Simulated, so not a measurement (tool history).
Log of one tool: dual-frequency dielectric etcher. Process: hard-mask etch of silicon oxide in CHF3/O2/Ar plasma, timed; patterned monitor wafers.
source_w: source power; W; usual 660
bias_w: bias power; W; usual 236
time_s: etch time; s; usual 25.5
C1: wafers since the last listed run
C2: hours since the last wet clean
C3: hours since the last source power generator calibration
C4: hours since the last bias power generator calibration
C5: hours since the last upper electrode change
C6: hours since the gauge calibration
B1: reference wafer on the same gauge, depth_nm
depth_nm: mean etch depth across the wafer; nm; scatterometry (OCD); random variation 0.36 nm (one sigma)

Run 1, hour 0.0: usual settings but time_s 29.5 s; C1 0; C2 690.6; C3 3399.6; C4 575.4; C5 3813.3; C6 536.4; B1 52.6. Result: depth_nm 62.4 nm.
At hour 19.1: wet clean of the chamber.
Run 2, hour 66.1: usual settings but time_s 29.5 s; C1 496; C2 47.0; C3 3465.7; C4 641.5; C5 3879.4; C6 602.5; B1 52.6. Result: depth_nm 66.4 nm.
Run 3, hour 137.6: usual settings but time_s 29.5 s; C1 756; C2 118.5; C3 3537.2; C4 713.0; C5 3950.9; C6 674.0; B1 52.6. Result: depth_nm 65.1 nm.
Run 4, hour 168.0: usual settings; C1 321; C2 148.9; C3 3567.6; C4 743.4; C5 3981.3; C6 704.4; B1 52.6. Result: depth_nm 55.7 nm.
Run 5, hour 199.4: usual settings; C1 332; C2 180.3; C3 3599.0; C4 774.8; C5 4012.7; C6 735.8; B1 52.5. Result: depth_nm 56.4 nm.
Run 6, hour 228.4: usual settings; C1 306; C2 209.3; C3 3628.0; C4 803.8; C5 4041.7; C6 764.8; B1 52.6. Result: depth_nm 56.2 nm.
Run 7, hour 297.2: usual settings but bias_w 216 W; C1 728; C2 278.1; C3 3696.8; C4 872.6; C5 4110.5; C6 833.6; B1 52.6. Result: depth_nm 53.1 nm.
Run 8, hour 357.8: usual settings but bias_w 216 W; C1 641; C2 338.7; C3 3757.4; C4 933.2; C5 4171.1; C6 894.2; B1 52.5. Result: depth_nm 53.2 nm.
Run 9, hour 414.8: usual settings but bias_w 216 W; C1 603; C2 395.7; C3 3814.4; C4 990.2; C5 4228.1; C6 951.2; B1 52.7. Result: depth_nm 53.8 nm.
Run 10, hour 473.2: usual settings but source_w 720 W; C1 618; C2 454.1; C3 3872.8; C4 1048.6; C5 4286.5; C6 1009.6; B1 52.6. Result: depth_nm 58.0 nm.
Run 11, hour 544.7: usual settings but source_w 720 W; C1 756; C2 525.6; C3 3944.3; C4 1120.1; C5 4358.0; C6 1081.1; B1 52.6. Result: depth_nm 57.3 nm.
Run 12, hour 588.8: usual settings; C1 466; C2 569.7; C3 3988.4; C4 1164.2; C5 4402.1; C6 1125.2; B1 52.7. Result: depth_nm 55.0 nm.
At hour 618.6: gauge calibrated.
At hour 628.3: upper electrode replaced.
At hour 637.8: source power generator calibrated.
At hour 650.0: wet clean of the chamber.
Run 13, hour 650.5: usual settings; C1 227; C2 0.5; C3 12.7; C4 1225.9; C5 22.2; C6 31.9; B1 52.6. Result: depth_nm 56.8 nm.
Run 14, hour 672.7: usual settings but source_w 760 W, time_s 22.5 s; C1 234; C2 22.7; C3 34.9; C4 1248.1; C5 44.4; C6 54.1; B1 52.5. Result: depth_nm 54.0 nm.
Run 15, hour 723.9: usual settings but source_w 540 W, bias_w 279 W, time_s 19.0 s; C1 541; C2 73.9; C3 86.1; C4 1299.3; C5 95.6; C6 105.3; B1 52.7. Result: depth_nm 39.8 nm.
Run 16, hour 789.3: usual settings; C1 692; C2 139.3; C3 151.5; C4 1364.7; C5 161.0; C6 170.7; B1 52.6. Result: depth_nm 56.2 nm.
Run 17, hour 825.1: usual settings; C1 378; C2 175.1; C3 187.3; C4 1400.5; C5 196.8; C6 206.5; B1 52.5. Result: depth_nm 56.4 nm.
Run 18, hour 853.1: usual settings but bias_w 213 W; C1 296; C2 203.1; C3 215.3; C4 1428.5; C5 224.8; C6 234.5; B1 52.7. Result: depth_nm 54.0 nm.
Run 19, hour 918.9: usual settings but source_w 570 W, bias_w 282 W, time_s 29.5 s; C1 696; C2 268.9; C3 281.1; C4 1494.3; C5 290.6; C6 300.3; B1 52.7. Result: depth_nm 63.8 nm.
Run 20, hour 949.5: usual settings but source_w 820 W, bias_w 258 W, time_s 32.5 s; C1 323; C2 299.5; C3 311.7; C4 1524.9; C5 321.2; C6 330.9; B1 52.6. Result: depth_nm 82.0 nm.
Run 21, hour 983.3: usual settings but source_w 550 W, bias_w 282 W, time_s 31.0 s; C1 357; C2 333.3; C3 345.5; C4 1558.7; C5 355.0; C6 364.7; B1 52.4. Result: depth_nm 65.6 nm.
At hour 1056.8: bias power generator calibrated.
Run 22, hour 1057.3: usual settings; C1 740; C2 407.3; C3 419.5; C4 0.5; C5 429.0; C6 438.7; B1 52.7. Result: depth_nm 55.1 nm.
Run 23, hour 1125.3: usual settings but bias_w 216 W; C1 719; C2 475.3; C3 487.5; C4 68.5; C5 497.0; C6 506.7; B1 52.5. Result: depth_nm 52.9 nm.
Run 24, hour 1149.6: usual settings but source_w 740 W, time_s 20.0 s; C1 257; C2 499.6; C3 511.8; C4 92.8; C5 521.3; C6 531.0; B1 52.8. Result: depth_nm 45.9 nm.
Run 25, hour 1211.4: usual settings but source_w 770 W, time_s 20.5 s; C1 653; C2 561.4; C3 573.6; C4 154.6; C5 583.1; C6 592.8; B1 52.6. Result: depth_nm 48.1 nm.
Run 26, hour 1242.3: usual settings but time_s 32.5 s; C1 326; C2 592.3; C3 604.5; C4 185.5; C5 614.0; C6 623.7; B1 52.5. Result: depth_nm 69.5 nm.
Run 27, hour 1337.6: usual settings; C1 1008; C2 687.6; C3 699.8; C4 280.8; C5 709.3; C6 719.0; B1 52.7. Result: depth_nm 54.5 nm.

Forecast each of these 5 alternatives for the next run:
Run A, hour 1338.0: usual settings but bias_w 282 W; C1 4; C2 688.0; C3 700.2; C4 281.2; C5 709.7; C6 719.4; B1 ?. Result: depth_nm ?.
Run B, hour 1338.0: usual settings but source_w 550 W, bias_w 217 W, time_s 28.0 s; C1 4; C2 688.0; C3 700.2; C4 281.2; C5 709.7; C6 719.4; B1 ?. Result: depth_nm ?.
Run C, hour 1338.0: usual settings but source_w 540 W, bias_w 269 W, time_s 32.5 s; C1 4; C2 688.0; C3 700.2; C4 281.2; C5 709.7; C6 719.4; B1 ?. Result: depth_nm ?.
Run D, hour 1338.0: usual settings but source_w 530 W, bias_w 275 W, time_s 29.5 s; C1 4; C2 688.0; C3 700.2; C4 281.2; C5 709.7; C6 719.4; B1 ?. Result: depth_nm ?.
Run E, hour 1338.0: usual settings but source_w 710 W; C1 4; C2 688.0; C3 700.2; C4 281.2; C5 709.7; C6 719.4; B1 ?. Result: depth_nm ?.

run    B1  depth_nm
  A  52.8      58.9
  B  52.8      51.1
  C  52.8      64.6
  D  52.8      58.5
  E  52.8      56.7
Without the tool's hidden state the same runs would have given:
run  depth_nm
  A      61.4
  B      53.3
  C      67.5
  D      61.1
  E      59.2
